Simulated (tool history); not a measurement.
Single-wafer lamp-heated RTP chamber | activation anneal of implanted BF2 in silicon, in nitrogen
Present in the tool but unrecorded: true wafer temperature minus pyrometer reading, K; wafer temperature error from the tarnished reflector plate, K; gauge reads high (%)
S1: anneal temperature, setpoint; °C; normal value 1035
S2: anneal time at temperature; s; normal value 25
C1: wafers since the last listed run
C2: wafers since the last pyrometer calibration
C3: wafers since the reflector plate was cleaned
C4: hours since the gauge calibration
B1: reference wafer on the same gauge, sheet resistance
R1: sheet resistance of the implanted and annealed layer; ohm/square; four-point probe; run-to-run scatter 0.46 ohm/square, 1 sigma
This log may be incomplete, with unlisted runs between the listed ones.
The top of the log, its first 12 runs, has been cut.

run	day	S1	S2	C1	C2	C3	C4	B1	R1
13	42.767	1035	25	895	3162	10738	2324.1	217.11	186.47
14	45.858	1012	10	1795	4958	12534	2398.3	217.11	312.38
15	49.554	1035	25	2146	7105	14681	2487.0	216.93	186.08
16	56.108	1035	30	3807	10912	18488	2644.3	216.89	178.83
# day 56.500: reflector plate cleaned
17	59.046	1026	37	1512	12425	1479	2714.8	217.10	178.53
18	61.854	1043	25	1631	14056	3110	2782.2	217.05	176.97
19	64.558	1035	12	1570	15627	4681	2847.1	217.08	222.90
20	70.067	1049	20	3199	18826	7881	2979.3	217.05	176.62
# day 71.233: pyrometer window cleaned and pyrometer calibrated
21	72.883	1053	25	1442	959	9323	3046.9	216.95	168.59
22	76.667	1058	31	2197	3157	11521	3137.7	216.80	156.76
23	79.321	1035	25	1541	4699	13063	3201.4	217.05	185.65
24	80.908	1012	15	922	5621	13985	3239.5	217.03	271.55
25	83.600	1050	19	1563	7184	15548	3304.1	216.96	178.98
26	91.621	1035	25	4659	11843	20207	3496.6	216.98	186.02
# day 92.812: reflector plate cleaned
27	93.904	1025	34	1132	12976	634	3551.4	217.05	182.64
# day 94.650: gauge calibrated
28	97.500	1023	25	2088	15065	2722	68.4	217.03	200.20
29	100.662	1007	29	1837	16902	4560	144.3	217.01	223.89
# day 101.471: pyrometer window cleaned and pyrometer calibrated
30	103.596	1024	30	1510	1233	6070	214.7	217.10	190.42
31	107.767	1051	35	2422	3656	8493	314.8	217.04	161.04
32	110.217	1009	30	1423	5079	9916	373.6	216.94	220.00
33	112.212	1019	16	1159	6238	11075	421.5	217.00	244.86
34	115.388	1035	25	1844	8083	12919	497.7	216.93	186.54
35	119.829	1020	35	2580	10663	15499	604.3	216.79	187.46
# day 123.562: reflector plate cleaned
36	124.150	1052	15	2316	12979	341	708.0	217.14	183.02
37	127.125	1035	25	1728	14707	2069	779.4	216.99	185.55

3 ways to go on from here, each from the tool as it stands after run 37. What would each give?
A	127.142	1035	36	9	14717	2078	779.8	?	?
B	127.142	1035	16	9	14717	2078	779.8	?	?
C	127.142	1018	37	9	14717	2078	779.8	?	?

run	B1	R1
A	217.03	172.37
B	217.03	206.04
C	217.03	187.32
What these runs would have given with no unlogged condition in the tool:
run	R1
A	173.30
B	208.55
C	189.36

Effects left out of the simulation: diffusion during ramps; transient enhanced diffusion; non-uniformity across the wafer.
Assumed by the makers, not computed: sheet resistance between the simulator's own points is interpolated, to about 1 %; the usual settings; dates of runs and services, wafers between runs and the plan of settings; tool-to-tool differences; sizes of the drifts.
